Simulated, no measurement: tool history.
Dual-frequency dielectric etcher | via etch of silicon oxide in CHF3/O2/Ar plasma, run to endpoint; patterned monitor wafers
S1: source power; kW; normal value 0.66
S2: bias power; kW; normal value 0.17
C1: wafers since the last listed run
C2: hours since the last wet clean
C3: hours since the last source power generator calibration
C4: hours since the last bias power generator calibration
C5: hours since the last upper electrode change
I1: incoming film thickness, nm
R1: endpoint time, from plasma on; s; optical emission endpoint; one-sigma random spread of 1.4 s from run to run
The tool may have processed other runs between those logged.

Run 1, hour 0: usual settings but S2 0.186 kW; C1 0; C2 316.4; C3 2605.5; C4 5286.7; C5 4071; I1 478.5. Result: R1 236.5 s.
Run 2, hour 9.1: usual settings but S2 0.2 kW; C1 38; C2 325.5; C3 2614.6; C4 5295.8; C5 4080.1; I1 482.5. Result: R1 232.9 s.
Run 3, hour 15.9: usual settings but S2 0.2 kW; C1 28; C2 332.3; C3 2621.4; C4 5302.6; C5 4086.9; I1 475.8. Result: R1 229 s.
Run 4, hour 32: usual settings but S2 0.2 kW; C1 68; C2 348.4; C3 2637.5; C4 5318.7; C5 4103; I1 484.4. Result: R1 233.5 s.
Run 5, hour 45.9: usual settings but S1 0.62 kW, S2 0.192 kW; C1 58; C2 362.3; C3 2651.4; C4 5332.6; C5 4116.9; I1 478.4. Result: R1 237.3 s.
Run 6, hour 54.9: usual settings but S1 0.62 kW, S2 0.192 kW; C1 38; C2 371.3; C3 2660.4; C4 5341.6; C5 4125.9; I1 478.2. Result: R1 237.3 s.
At hour 91.3: bias power generator calibrated.
At hour 105.1: upper electrode replaced.
Run 7, hour 105.6: usual settings but S1 0.62 kW, S2 0.192 kW; C1 139; C2 422; C3 2711.1; C4 14.3; C5 0.5; I1 480.5. Result: R1 238.7 s.
Run 8, hour 106: usual settings but S1 0.76 kW; C1 1; C2 422.4; C3 2711.5; C4 14.7; C5 0.9; I1 478.3. Result: R1 225.3 s.
Run 9, hour 116.1: usual settings but S1 0.76 kW; C1 42; C2 432.5; C3 2721.6; C4 24.8; C5 11; I1 480.7. Result: R1 227.4 s.
Run 10, hour 124.9: usual settings; C1 37; C2 441.3; C3 2730.4; C4 33.6; C5 19.8; I1 479.5. Result: R1 237.3 s.
At hour 161.4: source power generator calibrated.
At hour 182.7: wet clean of the chamber.
Run 11, hour 183.2: usual settings but S1 0.59 kW, S2 0.208 kW; C1 139; C2 0.5; C3 21.8; C4 91.9; C5 78.1; I1 477.6. Result: R1 247.1 s.
Run 12, hour 183.6: usual settings; C1 1; C2 0.9; C3 22.2; C4 92.3; C5 78.5; I1 480.1. Result: R1 249.5 s.
Run 13, hour 194.5: usual settings but S2 0.129 kW; C1 46; C2 11.8; C3 33.1; C4 103.2; C5 89.4; I1 485.7. Result: R1 270.5 s.
Run 14, hour 211.1: usual settings but S1 0.57 kW; C1 70; C2 28.4; C3 49.7; C4 119.8; C5 106; I1 477.6. Result: R1 261.4 s.
Run 15, hour 220.3: usual settings but S1 0.72 kW, S2 0.153 kW; C1 38; C2 37.6; C3 58.9; C4 129; C5 115.2; I1 482.1. Result: R1 246.9 s.
Run 16, hour 230: usual settings but S1 0.73 kW, S2 0.201 kW; C1 40; C2 47.3; C3 68.6; C4 138.7; C5 124.9; I1 476.5. Result: R1 228.3 s.
Run 17, hour 240.3: usual settings; C1 43; C2 57.6; C3 78.9; C4 149; C5 135.2; I1 476.9. Result: R1 245 s.
Run 18, hour 249.7: usual settings but S1 0.7 kW, S2 0.192 kW; C1 39; C2 67; C3 88.3; C4 158.4; C5 144.6; I1 474.6. Result: R1 231.3 s.
Run 19, hour 266.1: usual settings but S1 0.75 kW, S2 0.191 kW; C1 69; C2 83.4; C3 104.7; C4 174.8; C5 161; I1 482.3. Result: R1 228.7 s.

Consider 3 possible next runs. They are alternatives, not a sequence: every one starts from the tool as it was left by run 19. What does each give?
Run A, hour 266.6: usual settings; C1 2; C2 83.9; C3 105.2; C4 175.3; C5 161.5; I1 480.5. Result: R1 ?.
Run B, hour 266.6: usual settings but S1 0.55 kW, S2 0.191 kW; C1 2; C2 83.9; C3 105.2; C4 175.3; C5 161.5; I1 480.5. Result: R1 ?.
Run C, hour 266.6: usual settings but S1 0.81 kW, S2 0.184 kW; C1 2; C2 83.9; C3 105.2; C4 175.3; C5 161.5; I1 480.5. Result: R1 ?.

run     R1
  A  248.6
  B    260
  C  224.4
What these runs would have given with no unlogged condition in the tool:
run     R1
  A    251
  B  262.4
  C  226.6
